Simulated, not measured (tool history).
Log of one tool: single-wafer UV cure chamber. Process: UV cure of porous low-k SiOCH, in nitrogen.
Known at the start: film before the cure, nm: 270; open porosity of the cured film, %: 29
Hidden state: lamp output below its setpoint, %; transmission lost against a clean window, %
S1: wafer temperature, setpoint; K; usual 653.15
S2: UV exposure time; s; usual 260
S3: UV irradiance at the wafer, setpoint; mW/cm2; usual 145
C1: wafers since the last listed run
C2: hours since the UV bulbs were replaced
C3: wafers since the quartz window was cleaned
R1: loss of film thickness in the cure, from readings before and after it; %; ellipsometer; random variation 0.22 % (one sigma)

Run 1, hour 0: usual settings but S1 642.15 K; C1 0; C2 1195.3; C3 2050. Result: R1 15.142 %.
Run 2, hour 50.9: usual settings but S1 642.15 K; C1 240; C2 1246.2; C3 2291. Result: R1 15.139 %.
Run 3, hour 79.7: usual settings; C1 136; C2 1275; C3 2427. Result: R1 15.164 %.
Run 4, hour 245.2: usual settings; C1 783; C2 1440.5; C3 3211. Result: R1 15.037 %.
Run 5, hour 280: usual settings; C1 164; C2 1475.3; C3 3375. Result: R1 14.712 %.
At hour 345.5: UV bulbs replaced.
Run 6, hour 346: usual settings; C1 274; C2 0.5; C3 3650. Result: R1 16.592 %.
Run 7, hour 393.9: usual settings; C1 226; C2 48.4; C3 3877. Result: R1 16.493 %.
Run 8, hour 438.4: usual settings; C1 210; C2 92.9; C3 4087. Result: R1 16.094 %.
At hour 460.8: quartz window cleaned.
Run 9, hour 485.5: usual settings; C1 185; C2 140; C3 116. Result: R1 17.322 %.
Run 10, hour 555.2: usual settings but S1 648.15 K, S3 175 mW/cm2; C1 329; C2 209.7; C3 446. Result: R1 18.224 %.
Run 11, hour 618.1: usual settings but S1 648.15 K, S3 175 mW/cm2; C1 297; C2 272.6; C3 744. Result: R1 17.824 %.
Run 12, hour 687.1: usual settings but S2 175 s; C1 326; C2 341.6; C3 1070. Result: R1 14.511 %.
Run 13, hour 727.3: usual settings but S1 665.15 K, S2 170 s, S3 171 mW/cm2; C1 190; C2 381.8; C3 1261. Result: R1 15.135 %.
Run 14, hour 761.3: usual settings but S1 671.15 K, S2 220 s, S3 166 mW/cm2; C1 160; C2 415.8; C3 1422. Result: R1 16.379 %.
Run 15, hour 805.1: usual settings but S1 658.15 K, S2 325 s, S3 116 mW/cm2; C1 207; C2 459.6; C3 1629. Result: R1 16.453 %.
Run 16, hour 863.3: usual settings; C1 275; C2 517.8; C3 1904. Result: R1 15.693 %.
Run 17, hour 907.1: usual settings but S1 660.15 K, S2 370 s, S3 169 mW/cm2; C1 207; C2 561.6; C3 2112. Result: R1 18.607 %.
Run 18, hour 966.7: usual settings but S1 647.15 K, S2 410 s; C1 282; C2 621.2; C3 2394. Result: R1 17.664 %.
Run 19, hour 1006.9: usual settings; C1 190; C2 661.4; C3 2584. Result: R1 15.773 %.

Forecast each of these 5 alternatives for the next run:
Run A, hour 1007.4: usual settings; C1 2; C2 661.9; C3 2586. Result: R1 ?.
Run B, hour 1007.4: usual settings but S1 671.15 K, S2 210 s; C1 2; C2 661.9; C3 2586. Result: R1 ?.
Run C, hour 1007.4: usual settings but S2 180 s, S3 126 mW/cm2; C1 2; C2 661.9; C3 2586. Result: R1 ?.
Run D, hour 1007.4: usual settings but S2 330 s; C1 2; C2 661.9; C3 2586. Result: R1 ?.
Run E, hour 1007.4: usual settings but S1 638.15 K, S2 105 s, S3 125 mW/cm2; C1 2; C2 661.9; C3 2586. Result: R1 ?.

run      R1
  A   15.41
  B  14.584
  C  12.502
  D  16.822
  E   9.163
Without the tool's hidden state the same runs would have given:
run      R1
  A  18.823
  B  17.955
  C  15.764
  D  20.292
  E  12.271
